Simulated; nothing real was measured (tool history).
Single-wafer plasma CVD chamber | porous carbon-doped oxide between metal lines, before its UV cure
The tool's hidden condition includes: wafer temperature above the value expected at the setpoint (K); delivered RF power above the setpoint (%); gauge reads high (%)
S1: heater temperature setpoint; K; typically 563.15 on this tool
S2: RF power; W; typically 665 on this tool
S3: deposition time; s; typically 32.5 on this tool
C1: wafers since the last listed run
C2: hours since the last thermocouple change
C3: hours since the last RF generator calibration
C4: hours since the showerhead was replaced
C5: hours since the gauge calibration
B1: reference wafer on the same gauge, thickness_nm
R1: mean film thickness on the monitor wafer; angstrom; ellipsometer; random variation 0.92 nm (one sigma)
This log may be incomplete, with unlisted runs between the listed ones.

run	hour	S1	S2	S3	C1	C2	C3	C4	C5	B1	R1
1	0.0	563.15	665	32.5	0	1812.1	567.1	3267.3	291.9	246.316	2443.66
2	25.5	563.15	665	32.5	670	1837.6	592.6	3292.8	317.4	246.073	2437.91
3	42.2	563.15	665	32.5	439	1854.3	609.3	3309.5	334.1	246.156	2450.12
4	62.2	563.15	665	32.5	526	1874.3	629.3	3329.5	354.1	246.084	2443.66
5	77.0	563.15	665	32.5	389	1889.1	644.1	3344.3	368.9	246.004	2426.32
6	92.2	563.15	665	28.4	399	1904.3	659.3	3359.5	384.1	246.107	2148.71
7	111.9	563.15	750	35.8	518	1924.0	679.0	3379.2	403.8	245.932	3011.12
8	145.4	563.15	750	35.8	881	1957.5	712.5	3412.7	437.3	245.956	3012.89
9	167.6	563.15	750	35.8	584	1979.7	734.7	3434.9	459.5	245.914	3008.28
10	194.8	563.15	665	32.5	715	2006.9	761.9	3462.1	486.7	245.870	2435.36
11	218.9	563.15	665	32.5	634	2031.0	786.0	3486.2	510.8	245.746	2427.47
12	242.0	563.15	665	32.5	607	2054.1	809.1	3509.3	533.9	245.838	2431.75
13	266.3	559.15	665	32.5	639	2078.4	833.4	3533.6	558.2	246.126	2499.14
14	280.3	567.15	715	32.5	368	2092.4	847.4	3547.6	572.2	245.669	2543.05
15	293.0	559.15	730	34.3	334	2105.1	860.1	3560.3	584.9	245.941	2862.83
16	320.6	549.15	585	26.4	726	2132.7	887.7	3587.9	612.5	246.038	1907.11
17	354.4	567.15	665	27.2	889	2166.5	921.5	3621.7	646.3	245.757	1988.47
# hour 363.7: thermocouple changed; heater temperature recalibrated
18	374.2	554.15	790	32.5	310	10.5	941.3	3641.5	666.1	246.282	2881.22
# hour 391.7: gauge calibrated
19	395.4	563.15	715	30.7	557	31.7	962.5	3662.7	3.7	245.915	2343.98
20	426.7	552.15	560	26.7	823	63.0	993.8	3694.0	35.0	245.921	1724.32
21	441.5	552.15	735	38.9	389	77.8	1008.6	3708.8	49.8	245.674	3238.73
# hour 471.6: RF generator calibrated
22	472.2	569.15	750	30.3	597	108.5	0.6	3739.5	80.5	245.922	2434.67
# hour 485.4: showerhead replaced
23	491.3	563.15	665	35.0	292	127.6	19.7	5.9	99.6	246.237	2583.71
24	519.1	563.15	665	37.1	731	155.4	47.5	33.7	127.4	245.904	2756.36
25	551.4	563.15	665	32.5	849	187.7	79.8	66.0	159.7	245.773	2417.38
26	582.8	569.15	790	30.9	826	219.1	111.2	97.4	191.1	246.017	2598.58
27	614.8	563.15	750	35.8	842	251.1	143.2	129.4	223.1	246.206	2981.54
28	703.2	568.15	665	30.7	2326	339.5	231.6	217.8	311.5	245.913	2224.35
29	739.0	563.15	665	32.5	942	375.3	267.4	253.6	347.3	245.897	2411.94
30	759.4	563.15	600	30.5	536	395.7	287.8	274.0	367.7	245.839	2056.50
31	781.4	563.15	665	32.5	578	417.7	309.8	296.0	389.7	246.112	2425.22
32	816.7	563.15	605	29.5	928	453.0	345.1	331.3	425.0	246.092	2003.82
33	841.5	551.15	665	26.4	652	477.8	369.9	356.1	449.8	245.936	2152.47
34	868.9	563.15	595	32.5	720	505.2	397.3	383.5	477.2	246.207	2154.90
35	938.1	575.15	780	34.9	1820	574.4	466.5	452.7	546.4	246.149	2782.56

Run by run, hidden condition taken away, random variation retained:
run	R1
1	2414.56
2	2411.01
3	2424.51
4	2419.81
5	2403.89
6	2130.00
7	2986.22
8	2991.50
9	2989.26
10	2423.06
11	2417.33
12	2423.63
13	2491.42
14	2540.21
15	2855.73
16	1903.46
17	1992.46
18	3013.98
19	2453.39
20	1808.62
21	3389.20
22	2439.22
23	2588.20
24	2760.77
25	2420.99
26	2602.48
27	2985.83
28	2228.94
29	2416.49
30	2061.09
31	2430.54
32	2009.33
33	2156.86
34	2162.35
35	2796.06
